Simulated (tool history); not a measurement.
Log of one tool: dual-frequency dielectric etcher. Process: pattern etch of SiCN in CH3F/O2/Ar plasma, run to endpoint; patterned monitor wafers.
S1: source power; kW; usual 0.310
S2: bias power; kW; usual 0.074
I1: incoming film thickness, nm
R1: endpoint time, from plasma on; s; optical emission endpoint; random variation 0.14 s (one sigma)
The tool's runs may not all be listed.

{"run": 1, "day": 0.0, "S1": 0.31, "S2": 0.074, "I1": 7.66, "R1": 22.9}
{"run": 2, "day": 0.554, "S1": 0.31, "S2": 0.074, "I1": 7.64, "R1": 22.6}
{"run": 3, "day": 1.617, "S1": 0.35, "S2": 0.061, "I1": 7.71, "R1": 23.0}
{"run": 4, "day": 2.492, "S1": 0.31, "S2": 0.074, "I1": 7.73, "R1": 23.0}
{"run": 5, "day": 3.788, "S1": 0.31, "S2": 0.074, "I1": 7.7, "R1": 22.7}
{"run": 6, "day": 4.525, "S1": 0.31, "S2": 0.074, "I1": 7.78, "R1": 22.7}
{"run": 7, "day": 6.021, "S1": 0.31, "S2": 0.074, "I1": 7.7, "R1": 22.6}
{"run": 8, "day": 7.196, "S1": 0.27, "S2": 0.074, "I1": 7.76, "R1": 24.0}
{"run": 9, "day": 11.379, "S1": 0.27, "S2": 0.074, "I1": 7.71, "R1": 23.6}
{"day": 13.233, "done": "wet clean of the chamber"}
{"run": 10, "day": 13.254, "S1": 0.31, "S2": 0.078, "I1": 7.73, "R1": 22.7}
{"run": 11, "day": 13.267, "S1": 0.31, "S2": 0.074, "I1": 7.68, "R1": 23.2}
{"run": 12, "day": 14.417, "S1": 0.31, "S2": 0.074, "I1": 7.76, "R1": 23.0}
{"run": 13, "day": 15.3, "S1": 0.31, "S2": 0.084, "I1": 7.67, "R1": 21.8}
{"day": 17.171, "done": "source power generator calibrated"}
{"run": 14, "day": 19.688, "S1": 0.31, "S2": 0.084, "I1": 7.75, "R1": 21.9}
{"run": 15, "day": 20.508, "S1": 0.31, "S2": 0.069, "I1": 7.76, "R1": 23.7}
{"run": 16, "day": 21.542, "S1": 0.31, "S2": 0.069, "I1": 7.7, "R1": 23.5}
{"run": 17, "day": 22.283, "S1": 0.25, "S2": 0.061, "I1": 7.69, "R1": 27.0}
{"day": 23.083, "done": "bias power generator calibrated"}
{"run": 18, "day": 23.642, "S1": 0.33, "S2": 0.074, "I1": 7.65, "R1": 21.9}
{"day": 25.188, "done": "upper electrode replaced, of another model than before"}
{"run": 19, "day": 25.208, "S1": 0.27, "S2": 0.074, "I1": 7.73, "R1": 23.3}
{"run": 20, "day": 27.45, "S1": 0.25, "S2": 0.074, "I1": 7.68, "R1": 23.5}
{"run": 21, "day": 28.521, "S1": 0.25, "S2": 0.088, "I1": 7.72, "R1": 22.3}
{"run": 22, "day": 29.704, "S1": 0.36, "S2": 0.081, "I1": 7.7, "R1": 20.8}
{"run": 23, "day": 30.525, "S1": 0.31, "S2": 0.074, "I1": 7.76, "R1": 22.3}
{"run": 24, "day": 31.492, "S1": 0.31, "S2": 0.074, "I1": 7.66, "R1": 22.3}
{"day": 33.421, "done": "wet clean of the chamber"}
{"run": 25, "day": 33.442, "S1": 0.38, "S2": 0.089, "I1": 7.69, "R1": 20.6}
{"run": 26, "day": 34.204, "S1": 0.38, "S2": 0.059, "I1": 7.82, "R1": 23.5}
{"run": 27, "day": 35.488, "S1": 0.27, "S2": 0.064, "I1": 7.68, "R1": 24.6}
{"run": 28, "day": 36.904, "S1": 0.31, "S2": 0.064, "I1": 7.74, "R1": 24.0}
{"run": 29, "day": 37.7, "S1": 0.31, "S2": 0.074, "I1": 7.75, "R1": 22.9}
{"run": 30, "day": 38.233, "S1": 0.24, "S2": 0.069, "I1": 7.71, "R1": 24.7}
{"run": 31, "day": 39.15, "S1": 0.36, "S2": 0.091, "I1": 7.74, "R1": 20.5}
{"run": 32, "day": 40.521, "S1": 0.25, "S2": 0.058, "I1": 7.74, "R1": 25.6}

4 ways to go on from here, each from the tool as it stands after run 32. What would each give?
{"run": "A", "day": 40.538, "S1": 0.31, "S2": 0.074, "I1": 7.73, "R1": "?"}
{"run": "B", "day": 40.538, "S1": 0.28, "S2": 0.074, "I1": 7.73, "R1": "?"}
{"run": "C", "day": 40.538, "S1": 0.33, "S2": 0.084, "I1": 7.73, "R1": "?"}
{"run": "D", "day": 40.538, "S1": 0.28, "S2": 0.086, "I1": 7.73, "R1": "?"}

run=A R1=22.6
run=B R1=23.2
run=C R1=21.4
run=D R1=22.1
Without the tool's hidden state the same runs would have given:
run=A R1=23.1
run=B R1=23.6
run=C R1=21.9
run=D R1=22.6

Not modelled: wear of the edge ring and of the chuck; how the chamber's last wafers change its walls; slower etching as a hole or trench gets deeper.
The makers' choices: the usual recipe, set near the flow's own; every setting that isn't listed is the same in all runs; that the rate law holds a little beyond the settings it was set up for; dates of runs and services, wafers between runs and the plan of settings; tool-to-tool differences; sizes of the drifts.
